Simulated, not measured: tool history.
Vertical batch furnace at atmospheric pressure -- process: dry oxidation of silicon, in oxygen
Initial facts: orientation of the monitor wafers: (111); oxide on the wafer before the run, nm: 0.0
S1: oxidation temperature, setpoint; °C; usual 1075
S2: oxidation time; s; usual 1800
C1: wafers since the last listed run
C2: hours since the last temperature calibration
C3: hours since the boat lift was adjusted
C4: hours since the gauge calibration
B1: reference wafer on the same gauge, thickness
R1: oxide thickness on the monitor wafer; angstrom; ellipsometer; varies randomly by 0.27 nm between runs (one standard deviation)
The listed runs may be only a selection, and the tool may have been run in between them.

run,hour,S1,S2,C1,C2,C3,C4,B1,R1
1,0.0,1068,1800,0,2480.2,1980.7,972.6,60.19,574.8
2,77.0,1075,1800,1786,2557.2,2057.7,1049.6,60.16,604.4
3,174.4,1075,1800,2260,2654.6,2155.1,1147.0,60.15,607.7
4,254.8,1075,1800,1865,2735.0,2235.5,1227.4,60.20,611.8
5,347.8,1075,1800,2157,2828.0,2328.5,1320.4,60.19,607.5
6,422.2,1075,2280,1726,2902.4,2402.9,1394.8,60.20,712.2
7,507.2,1075,1800,1972,2987.4,2487.9,1479.8,60.16,606.2
8,572.4,1075,1800,1512,3052.6,2553.1,1545.0,60.20,605.0
9,680.4,1075,1800,2506,3160.6,2661.1,1653.0,60.28,614.3
10,762.3,1075,1800,1900,3242.5,2743.0,1734.9,60.24,607.0
11,819.3,1075,1800,1322,3299.5,2800.0,1791.9,60.20,610.4
12,872.2,1075,1140,1227,3352.4,2852.9,1844.8,60.16,455.6
13,916.2,1075,2160,1020,3396.4,2896.9,1888.8,60.18,688.4
14,996.5,1075,2160,1863,3476.7,2977.2,1969.1,60.19,683.9
15,1044.9,1075,2160,1123,3525.1,3025.6,2017.5,60.18,684.9
16,1140.4,1059,1800,2216,3620.6,3121.1,2113.0,60.24,548.7
17,1212.0,1064,2220,1661,3692.2,3192.7,2184.6,60.18,655.2
# hour 1273.7: boat lift adjusted
18,1281.2,1081,1470,1048,3761.4,7.5,2253.8,60.22,578.8
19,1348.6,1060,2670,1563,3828.8,74.9,2321.2,60.24,727.9
20,1432.1,1075,1800,1937,3912.3,158.4,2404.7,60.18,630.4
21,1483.7,1058,2190,1197,3963.9,210.0,2456.3,60.12,640.2
22,1571.6,1100,2460,2039,4051.8,297.9,2544.2,60.26,909.8
23,1676.2,1075,1050,2427,4156.4,402.5,2648.8,60.22,447.7
# hour 1702.0: thermocouples replaced and temperature profile calibrated
24,1746.1,1075,1800,1065,44.1,472.4,2718.7,60.21,612.6
25,1782.2,1095,2280,837,80.2,508.5,2754.8,60.19,813.5
26,1827.0,1084,2280,1039,125.0,553.3,2799.6,60.19,753.6
# hour 1913.4: gauge calibrated
27,2150.2,1056,960,7499,448.2,876.5,236.8,60.22,356.7
28,2289.4,1096,1410,3230,587.4,1015.7,376.0,60.22,608.5
29,2374.8,1053,2130,1981,672.8,1101.1,461.4,60.20,591.4

Estimate the outcome of run 30 from the log above:
30,2439.5,1055,1560,1501,737.5,1165.8,526.1,?,?

B1: 60.18
R1: 484.6 angstrom
With no hidden state in the tool, this same run would have given R1 491.1 angstrom.
